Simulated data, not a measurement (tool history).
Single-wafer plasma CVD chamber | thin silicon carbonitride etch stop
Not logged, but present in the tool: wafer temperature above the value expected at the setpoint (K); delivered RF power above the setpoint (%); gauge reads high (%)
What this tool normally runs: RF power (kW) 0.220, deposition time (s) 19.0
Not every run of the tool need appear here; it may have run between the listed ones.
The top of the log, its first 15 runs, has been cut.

run    hour  RF power (kW)  deposition time (s)  wafers since the last listed run  hours since the last thermocouple change  hours since the last RF generator calibration  hours since the showerhead was replaced  hours since the gauge calibration  read-back reference wafer on the same gauge, thickness_nm  mean film thickness on the monitor wafer (Å)
     1135.3  -- showerhead replaced
 16  1198.1          0.190                 17.3                              2001                                    1272.6                                         2222.4                                     62.8                             3933.5                                                     11.092                                         92.51
 17  1273.6          0.205                 15.4                              1541                                    1348.1                                         2297.9                                    138.3                             4009.0                                                     11.112                                         83.92
     1338.2  -- gauge calibrated
 18  1353.6          0.220                 16.2                              1633                                    1428.1                                         2377.9                                    218.3                               15.4                                                     11.087                                         90.74
     1397.4  -- thermocouple changed; heater temperature recalibrated
 19  1415.9          0.220                 21.4                              1108                                      18.5                                         2440.2                                    280.6                               77.7                                                     11.105                                        119.30
 20  1511.4          0.240                 22.1                              1950                                     114.0                                         2535.7                                    376.1                              173.2                                                     11.106                                        127.00
     1593.4  -- RF generator calibrated
 21  1613.6          0.245                 22.1                              1923                                     216.2                                           20.2                                    478.3                              275.4                                                     11.108                                        131.67
 22  1677.9          0.245                 19.0                              1313                                     280.5                                           84.5                                    542.6                              339.7                                                     11.086                                        112.86
 23  1765.7          0.240                 22.6                              1793                                     368.3                                          172.3                                    630.4                              427.5                                                     11.109                                        133.54
 24  1861.4          0.185                 19.0                              1954                                     464.0                                          268.0                                    726.1                              523.2                                                     11.111                                        102.72
 25  1952.5          0.220                 19.0                              1860                                     555.1                                          359.1                                    817.2                              614.3                                                     11.112                                        109.18
 26  2035.8          0.220                 19.0                              1701                                     638.4                                          442.4                                    900.5                              697.6                                                     11.114                                        108.95
 27  2125.3          0.235                 19.0                              1827                                     727.9                                          531.9                                    990.0                              787.1                                                     11.104                                        110.90
 28  2189.3          0.220                 19.0                              1307                                     791.9                                          595.9                                   1054.0                              851.1                                                     11.097                                        108.42
 29  2262.0          0.205                 16.1                              1484                                     864.6                                          668.6                                   1126.7                              923.8                                                     11.099                                         89.35
 30  2363.0          0.220                 19.0                              2062                                     965.6                                          769.6                                   1227.7                             1024.8                                                     11.105                                        108.27
 31  2445.9          0.260                 17.1                              1693                                    1048.5                                          852.5                                   1310.6                             1107.7                                                     11.084                                        103.02
 32  2541.1          0.245                 19.0                              1944                                    1143.7                                          947.7                                   1405.8                             1202.9                                                     11.101                                        111.67
 33  2629.1          0.220                 19.0                              1797                                    1231.7                                         1035.7                                   1493.8                             1290.9                                                     11.115                                        108.09
 34  2723.7          0.255                 18.0                              1932                                    1326.3                                         1130.3                                   1588.4                             1385.5                                                     11.096                                        107.05
 35  2796.1          0.220                 19.0                              1478                                    1398.7                                         1202.7                                   1660.8                             1457.9                                                     11.111                                        108.14

Below are 4 alternative next runs, each starting from the tool's condition after run 35. Predict each:
  A  2796.5          0.220                 19.0                                 8                                    1399.1                                         1203.1                                   1661.2                             1458.3                                                          ?                                             ?
  B  2796.5          0.220                 21.5                                 8                                    1399.1                                         1203.1                                   1661.2                             1458.3                                                          ?                                             ?
  C  2796.5          0.235                 15.9                                 8                                    1399.1                                         1203.1                                   1661.2                             1458.3                                                          ?                                             ?
  D  2796.5          0.260                 22.0                                 8                                    1399.1                                         1203.1                                   1661.2                             1458.3                                                          ?                                             ?

run  read-back reference wafer on the same gauge, thickness_nm  mean film thickness on the monitor wafer (Å)
  A                                                     11.109                                        108.40
  B                                                     11.109                                        122.66
  C                                                     11.109                                         92.72
  D                                                     11.109                                        132.65
Without the tool's hidden state the same runs would have given:
run  mean film thickness on the monitor wafer (Å)
  A                                        110.05
  B                                        124.53
  C                                         94.14
  D                                        134.67
